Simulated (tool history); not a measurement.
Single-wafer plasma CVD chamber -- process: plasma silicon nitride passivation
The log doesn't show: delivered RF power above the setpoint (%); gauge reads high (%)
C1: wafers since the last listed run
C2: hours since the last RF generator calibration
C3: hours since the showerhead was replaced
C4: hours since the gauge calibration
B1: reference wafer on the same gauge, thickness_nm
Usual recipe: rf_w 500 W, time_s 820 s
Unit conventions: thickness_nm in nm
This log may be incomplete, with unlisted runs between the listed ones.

run 1 hour=0.0 | rf_w=455 time_s=820 | C1=0 C2=1081.6 C3=3482.4 C4=483.2 | B1=1189.531 | thickness_nm=1171.343
run 2 hour=34.5 | rf_w=455 time_s=820 | C1=106 C2=1116.1 C3=3516.9 C4=517.7 | B1=1189.574 | thickness_nm=1173.008
run 3 hour=71.4 | rf_w=500 time_s=820 | C1=114 C2=1153.0 C3=3553.8 C4=554.6 | B1=1190.772 | thickness_nm=1214.429
run 4 hour=114.3 | rf_w=500 time_s=820 | C1=132 C2=1195.9 C3=3596.7 C4=597.5 | B1=1191.611 | thickness_nm=1210.826
run 5 hour=183.6 | rf_w=500 time_s=820 | C1=214 C2=1265.2 C3=3666.0 C4=666.8 | B1=1188.917 | thickness_nm=1213.992
run 6 hour=226.3 | rf_w=500 time_s=820 | C1=131 C2=1307.9 C3=3708.7 C4=709.5 | B1=1189.594 | thickness_nm=1208.333
run 7 hour=288.9 | rf_w=500 time_s=878 | C1=193 C2=1370.5 C3=3771.3 C4=772.1 | B1=1188.824 | thickness_nm=1293.527
run 8 hour=335.8 | rf_w=500 time_s=878 | C1=144 C2=1417.4 C3=3818.2 C4=819.0 | B1=1189.722 | thickness_nm=1283.129
run 9 hour=371.1 | rf_w=500 time_s=780 | C1=109 C2=1452.7 C3=3853.5 C4=854.3 | B1=1191.599 | thickness_nm=1150.886
run 10 hour=411.2 | rf_w=500 time_s=780 | C1=123 C2=1492.8 C3=3893.6 C4=894.4 | B1=1191.387 | thickness_nm=1142.052
run 11 hour=443.3 | rf_w=470 time_s=921 | C1=99 C2=1524.9 C3=3925.7 C4=926.5 | B1=1189.064 | thickness_nm=1324.367
-- hour=482.8 RF generator calibrated
run 12 hour=488.6 | rf_w=570 time_s=820 | C1=115 C2=5.8 C3=3971.0 C4=971.8 | B1=1190.903 | thickness_nm=1315.228
-- hour=493.5 gauge calibrated
-- hour=499.7 showerhead replaced
run 13 hour=552.8 | rf_w=500 time_s=820 | C1=173 C2=70.0 C3=53.1 C4=59.3 | B1=1188.838 | thickness_nm=1242.715
run 14 hour=591.1 | rf_w=595 time_s=820 | C1=118 C2=108.3 C3=91.4 C4=97.6 | B1=1189.024 | thickness_nm=1340.505
run 15 hour=637.7 | rf_w=500 time_s=820 | C1=144 C2=154.9 C3=138.0 C4=144.2 | B1=1189.315 | thickness_nm=1237.021
run 16 hour=665.2 | rf_w=450 time_s=711 | C1=85 C2=182.4 C3=165.5 C4=171.7 | B1=1189.229 | thickness_nm=1035.152
run 17 hour=714.3 | rf_w=580 time_s=885 | C1=151 C2=231.5 C3=214.6 C4=220.8 | B1=1189.350 | thickness_nm=1406.858
run 18 hour=781.5 | rf_w=405 time_s=820 | C1=207 C2=298.7 C3=281.8 C4=288.0 | B1=1189.196 | thickness_nm=1153.385
run 19 hour=851.0 | rf_w=560 time_s=928 | C1=214 C2=368.2 C3=351.3 C4=357.5 | B1=1191.802 | thickness_nm=1470.291
run 20 hour=882.4 | rf_w=500 time_s=820 | C1=97 C2=399.6 C3=382.7 C4=388.9 | B1=1189.468 | thickness_nm=1237.117
run 21 hour=932.4 | rf_w=500 time_s=970 | C1=154 C2=449.6 C3=432.7 C4=438.9 | B1=1188.864 | thickness_nm=1473.831

Hidden condition of the tool, last listed run before each entry between runs versus first listed run after:
Runs 11 to 12: RF generator calibrated (hour 482.8)
  delivered RF power above the setpoint (%): -10.6 -> -0.197
  the result without the hidden state subtracted from the measured one, thickness_nm: -56.343 -> -0.952 nm
Runs 12 to 13: gauge calibrated (hour 493.5); showerhead replaced (hour 499.7)
  delivered RF power above the setpoint (%): -0.197 -> -0.572
  the result without the hidden state subtracted from the measured one, thickness_nm: -0.952 -> -2.619 nm
